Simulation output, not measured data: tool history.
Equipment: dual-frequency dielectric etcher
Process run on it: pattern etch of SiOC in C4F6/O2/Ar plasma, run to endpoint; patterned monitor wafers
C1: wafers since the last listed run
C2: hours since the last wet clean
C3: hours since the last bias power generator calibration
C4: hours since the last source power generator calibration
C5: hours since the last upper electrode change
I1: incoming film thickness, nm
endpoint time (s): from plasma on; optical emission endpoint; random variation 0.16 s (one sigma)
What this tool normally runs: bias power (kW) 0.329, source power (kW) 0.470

{"run": 1, "hour": 0.0, "bias power (kW)": 0.329, "source power (kW)": 0.47, "C1": 0, "C2": 208.4, "C3": 2435.9, "C4": 2833.8, "C5": 5264.3, "I1": 51.3, "endpoint time (s)": 19.3}
{"run": 2, "hour": 103.9, "bias power (kW)": 0.329, "source power (kW)": 0.47, "C1": 2595, "C2": 312.3, "C3": 2539.8, "C4": 2937.7, "C5": 5368.2, "I1": 50.9, "endpoint time (s)": 19.1}
{"run": 3, "hour": 180.0, "bias power (kW)": 0.329, "source power (kW)": 0.47, "C1": 1900, "C2": 388.4, "C3": 2615.9, "C4": 3013.8, "C5": 5444.3, "I1": 50.8, "endpoint time (s)": 19.0}
{"run": 4, "hour": 256.6, "bias power (kW)": 0.329, "source power (kW)": 0.47, "C1": 1913, "C2": 465.0, "C3": 2692.5, "C4": 3090.4, "C5": 5520.9, "I1": 50.3, "endpoint time (s)": 18.7}
{"run": 5, "hour": 307.1, "bias power (kW)": 0.329, "source power (kW)": 0.47, "C1": 1261, "C2": 515.5, "C3": 2743.0, "C4": 3140.9, "C5": 5571.4, "I1": 50.2, "endpoint time (s)": 19.2}
{"run": 6, "hour": 373.3, "bias power (kW)": 0.329, "source power (kW)": 0.47, "C1": 1653, "C2": 581.7, "C3": 2809.2, "C4": 3207.1, "C5": 5637.6, "I1": 50.6, "endpoint time (s)": 18.9}
{"run": 7, "hour": 413.4, "bias power (kW)": 0.329, "source power (kW)": 0.51, "C1": 1001, "C2": 621.8, "C3": 2849.3, "C4": 3247.2, "C5": 5677.7, "I1": 51.0, "endpoint time (s)": 18.5}
{"hour": 489.2, "done": "wet clean of the chamber"}
{"run": 8, "hour": 514.9, "bias power (kW)": 0.329, "source power (kW)": 0.51, "C1": 1935, "C2": 25.7, "C3": 2950.8, "C4": 3348.7, "C5": 5779.2, "I1": 50.2, "endpoint time (s)": 18.3}
{"run": 9, "hour": 563.8, "bias power (kW)": 0.329, "source power (kW)": 0.47, "C1": 1221, "C2": 74.6, "C3": 2999.7, "C4": 3397.6, "C5": 5828.1, "I1": 50.6, "endpoint time (s)": 18.8}
{"run": 10, "hour": 668.8, "bias power (kW)": 0.329, "source power (kW)": 0.47, "C1": 2622, "C2": 179.6, "C3": 3104.7, "C4": 3502.6, "C5": 5933.1, "I1": 50.4, "endpoint time (s)": 18.9}
{"run": 11, "hour": 707.6, "bias power (kW)": 0.375, "source power (kW)": 0.52, "C1": 969, "C2": 218.4, "C3": 3143.5, "C4": 3541.4, "C5": 5971.9, "I1": 50.2, "endpoint time (s)": 17.1}
{"run": 12, "hour": 749.1, "bias power (kW)": 0.329, "source power (kW)": 0.55, "C1": 1036, "C2": 259.9, "C3": 3185.0, "C4": 3582.9, "C5": 6013.4, "I1": 50.5, "endpoint time (s)": 17.8}
{"hour": 828.9, "done": "upper electrode replaced"}
{"run": 13, "hour": 832.3, "bias power (kW)": 0.329, "source power (kW)": 0.47, "C1": 1478, "C2": 343.1, "C3": 3268.2, "C4": 3666.1, "C5": 3.4, "I1": 50.5, "endpoint time (s)": 19.1}
{"run": 14, "hour": 920.5, "bias power (kW)": 0.407, "source power (kW)": 0.47, "C1": 2202, "C2": 431.3, "C3": 3356.4, "C4": 3754.3, "C5": 91.6, "I1": 50.5, "endpoint time (s)": 17.1}
{"run": 15, "hour": 1093.7, "bias power (kW)": 0.329, "source power (kW)": 0.47, "C1": 4325, "C2": 604.5, "C3": 3529.6, "C4": 3927.5, "C5": 264.8, "I1": 50.8, "endpoint time (s)": 19.2}
{"run": 16, "hour": 1177.0, "bias power (kW)": 0.401, "source power (kW)": 0.42, "C1": 2080, "C2": 687.8, "C3": 3612.9, "C4": 4010.8, "C5": 348.1, "I1": 50.9, "endpoint time (s)": 18.3}
{"run": 17, "hour": 1216.9, "bias power (kW)": 0.329, "source power (kW)": 0.47, "C1": 996, "C2": 727.7, "C3": 3652.8, "C4": 4050.7, "C5": 388.0, "I1": 50.9, "endpoint time (s)": 18.8}
{"hour": 1325.7, "done": "wet clean of the chamber"}
{"hour": 1334.7, "done": "source power generator calibrated"}
{"run": 18, "hour": 1335.2, "bias power (kW)": 0.292, "source power (kW)": 0.37, "C1": 2255, "C2": 9.5, "C3": 3771.1, "C4": 0.5, "C5": 506.3, "I1": 50.4, "endpoint time (s)": 21.8}
{"run": 19, "hour": 1572.4, "bias power (kW)": 0.304, "source power (kW)": 0.47, "C1": 5924, "C2": 246.7, "C3": 4008.3, "C4": 237.7, "C5": 743.5, "I1": 50.5, "endpoint time (s)": 19.6}
{"hour": 1593.8, "done": "bias power generator calibrated"}
{"run": 20, "hour": 1665.6, "bias power (kW)": 0.282, "source power (kW)": 0.35, "C1": 2227, "C2": 339.9, "C3": 71.8, "C4": 330.9, "C5": 836.7, "I1": 50.1, "endpoint time (s)": 22.4}
{"run": 21, "hour": 1898.8, "bias power (kW)": 0.362, "source power (kW)": 0.47, "C1": 5824, "C2": 573.1, "C3": 305.0, "C4": 564.1, "C5": 1069.9, "I1": 51.1, "endpoint time (s)": 18.5}
{"run": 22, "hour": 1943.1, "bias power (kW)": 0.3, "source power (kW)": 0.41, "C1": 1106, "C2": 617.4, "C3": 349.3, "C4": 608.4, "C5": 1114.2, "I1": 50.4, "endpoint time (s)": 21.2}
{"run": 23, "hour": 1987.3, "bias power (kW)": 0.408, "source power (kW)": 0.47, "C1": 1103, "C2": 661.6, "C3": 393.5, "C4": 652.6, "C5": 1158.4, "I1": 50.5, "endpoint time (s)": 17.1}
{"run": 24, "hour": 2060.1, "bias power (kW)": 0.329, "source power (kW)": 0.5, "C1": 1818, "C2": 734.4, "C3": 466.3, "C4": 725.4, "C5": 1231.2, "I1": 50.5, "endpoint time (s)": 18.7}
{"run": 25, "hour": 2134.0, "bias power (kW)": 0.384, "source power (kW)": 0.58, "C1": 1845, "C2": 808.3, "C3": 540.2, "C4": 799.3, "C5": 1305.1, "I1": 50.8, "endpoint time (s)": 16.4}
{"hour": 2182.0, "done": "wet clean of the chamber"}
{"run": 26, "hour": 2197.9, "bias power (kW)": 0.329, "source power (kW)": 0.47, "C1": 996, "C2": 15.9, "C3": 604.1, "C4": 863.2, "C5": 1369.0, "I1": 50.5, "endpoint time (s)": 19.0}
{"run": 27, "hour": 2239.4, "bias power (kW)": 0.329, "source power (kW)": 0.47, "C1": 1036, "C2": 57.4, "C3": 645.6, "C4": 904.7, "C5": 1410.5, "I1": 50.6, "endpoint time (s)": 18.6}
{"run": 28, "hour": 2297.0, "bias power (kW)": 0.354, "source power (kW)": 0.57, "C1": 1438, "C2": 115.0, "C3": 703.2, "C4": 962.3, "C5": 1468.1, "I1": 50.3, "endpoint time (s)": 16.9}
{"run": 29, "hour": 2397.2, "bias power (kW)": 0.35, "source power (kW)": 0.55, "C1": 2502, "C2": 215.2, "C3": 803.4, "C4": 1062.5, "C5": 1568.3, "I1": 51.1, "endpoint time (s)": 17.5}
{"run": 30, "hour": 2477.9, "bias power (kW)": 0.374, "source power (kW)": 0.54, "C1": 2015, "C2": 295.9, "C3": 884.1, "C4": 1143.2, "C5": 1649.0, "I1": 50.4, "endpoint time (s)": 16.7}
{"run": 31, "hour": 2539.1, "bias power (kW)": 0.267, "source power (kW)": 0.43, "C1": 1528, "C2": 357.1, "C3": 945.3, "C4": 1204.4, "C5": 1710.2, "I1": 50.5, "endpoint time (s)": 21.8}
{"run": 32, "hour": 2606.9, "bias power (kW)": 0.252, "source power (kW)": 0.36, "C1": 1693, "C2": 424.9, "C3": 1013.1, "C4": 1272.2, "C5": 1778.0, "I1": 50.3, "endpoint time (s)": 24.2}
{"run": 33, "hour": 2691.4, "bias power (kW)": 0.263, "source power (kW)": 0.4, "C1": 2110, "C2": 509.4, "C3": 1097.6, "C4": 1356.7, "C5": 1862.5, "I1": 51.1, "endpoint time (s)": 22.9}
{"run": 34, "hour": 2749.7, "bias power (kW)": 0.382, "source power (kW)": 0.52, "C1": 1456, "C2": 567.7, "C3": 1155.9, "C4": 1415.0, "C5": 1920.8, "I1": 50.6, "endpoint time (s)": 17.0}

Hidden condition of the tool, last listed run before each entry between runs versus first listed run after:
In the gap between runs 7 and 8: wet clean of the chamber (hour 489.2)
  nothing in the hidden state changes from one run to the other
In the gap between runs 12 and 13: upper electrode replaced (hour 828.9)
  nothing in the hidden state changes from one run to the other
In the gap between runs 17 and 18: wet clean of the chamber (hour 1325.7); source power generator calibrated (hour 1334.7)
  nothing in the hidden state changes from one run to the other
In the gap between runs 19 and 20: bias power generator calibrated (hour 1593.8)
  nothing in the hidden state changes from one run to the other
In the gap between runs 25 and 26: wet clean of the chamber (hour 2182.0)
  nothing in the hidden state changes from one run to the other
